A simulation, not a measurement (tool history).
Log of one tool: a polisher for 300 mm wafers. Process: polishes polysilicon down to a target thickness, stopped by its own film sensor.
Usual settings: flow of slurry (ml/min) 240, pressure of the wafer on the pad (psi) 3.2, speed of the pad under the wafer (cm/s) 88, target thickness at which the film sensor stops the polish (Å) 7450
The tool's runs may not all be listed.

run	hour	flow of slurry (ml/min)	pressure of the wafer on the pad (psi)	speed of the pad under the wafer (cm/s)	target thickness at which the film sensor stops the polish (Å)	wafers since the last listed run	wafers polished on this pad	hours since the slurry nozzle was cleaned	hours since the head pressure was calibrated	incoming thickness of the incoming film, nm	time until the film sensor stopped the polish (s)
1	0.0	240	3.2	88	7450	0	2134	419.4	67.4	1316.5	68.5
2	19.4	240	3.2	88	7450	206	2340	438.8	86.8	1311.2	68.4
# hour 27.5: worn pad replaced by a new one
3	45.9	240	3.2	88	7450	239	195	465.3	113.3	1319.9	68.3
4	79.8	240	3.2	88	7450	360	555	499.2	147.2	1304.3	66.3
5	111.8	240	3.2	88	7450	340	895	531.2	179.2	1304.4	65.7
6	142.2	240	3.2	88	7450	323	1219	561.6	209.6	1320.8	66.2
7	162.3	240	3.5	88	8680	213	1432	581.7	229.7	1321.9	47.7
8	206.3	240	3.5	88	8680	467	1900	625.7	273.7	1304.1	44.3
# hour 213.7: head pressure recalibrated
9	233.1	240	3.5	88	8680	263	2164	652.5	19.4	1340.1	50.3
# hour 249.2: worn pad replaced by a new one
10	267.4	285	3.2	88	7450	322	193	686.8	53.7	1335.2	69.4
11	301.4	285	3.2	88	7450	361	555	720.8	87.7	1310.0	64.7
12	322.5	285	3.2	88	7450	224	779	741.9	108.8	1305.4	64.1
13	347.3	240	3.2	88	7450	263	1043	766.7	133.6	1328.5	66.6
14	364.6	240	3.2	88	7450	183	1227	784.0	150.9	1324.2	66.8
15	380.4	240	3.2	88	7450	168	1395	799.8	166.7	1320.9	64.8
16	452.2	240	3.2	88	7450	763	2158	871.6	238.5	1326.8	63.4
# hour 469.3: slurry nozzle cleaned
# hour 479.2: worn pad replaced by a new one
17	479.9	240	3.2	68	7450	241	7	10.6	266.2	1337.2	78.2
18	512.7	240	3.2	88	6200	348	356	43.4	299.0	1316.9	75.4
# hour 529.4: head pressure recalibrated
19	540.5	240	3.2	96	6720	274	630	71.2	11.1	1320.5	70.0
20	644.5	240	3.2	88	7450	1105	1736	175.2	115.1	1319.6	67.5
21	666.0	185	3.2	88	8520	228	1965	196.7	136.6	1300.1	52.7
22	692.0	280	3.2	88	8330	276	2241	222.7	162.6	1332.7	57.2
23	707.5	240	4.0	88	7450	164	2406	238.2	178.1	1328.6	53.3
24	719.8	240	3.2	72	7450	130	2537	250.5	190.4	1336.7	77.6
# hour 747.6: worn pad replaced by a new one
25	750.5	240	3.2	88	7450	283	30	281.2	221.1	1295.1	61.7
26	782.6	240	3.2	88	7450	341	372	313.3	253.2	1336.8	63.5
27	796.9	240	3.2	88	7450	152	524	327.6	267.5	1325.0	62.2
28	828.7	200	3.2	78	7450	338	862	359.4	299.3	1328.9	70.4
# hour 833.1: head pressure recalibrated
29	847.4	165	2.8	116	7450	177	1039	378.1	14.3	1323.0	62.7
30	862.1	280	3.2	88	7450	156	1196	392.8	29.0	1306.3	62.8
31	883.1	240	3.2	88	6140	223	1419	413.8	50.0	1315.9	80.1
32	943.1	240	3.2	88	7450	638	2057	473.8	110.0	1301.1	62.4
33	963.6	320	3.2	70	7450	217	2275	494.3	130.5	1312.2	75.9
34	981.8	195	2.3	88	7450	193	2469	512.5	148.7	1310.3	90.5
# hour 1007.5: worn pad replaced by a new one
35	1015.2	240	2.2	62	9380	312	81	545.9	182.1	1310.3	82.7
36	1042.7	200	2.5	112	8200	292	374	573.4	209.6	1330.0	59.4
37	1067.3	180	3.7	88	7450	261	635	598.0	234.2	1310.1	54.3
38	1101.6	240	3.2	88	7450	364	1000	632.3	268.5	1343.4	63.4

3 ways to go on from here, each from the tool as it stands after run 38. What would each give?
A	1102.0	240	3.2	66	7450	4	1004	632.7	268.9	1334.3	?
B	1102.0	270	3.2	88	7450	4	1004	632.7	268.9	1334.3	?
C	1102.0	240	2.6	88	5480	4	1004	632.7	268.9	1334.3	?

run	time until the film sensor stopped the polish (s)
A	79.6
B	61.3
C	102.0
Without the tool's hidden state the same runs would have given:
run	time until the film sensor stopped the polish (s)
A	87.8
B	67.7
C	112.5
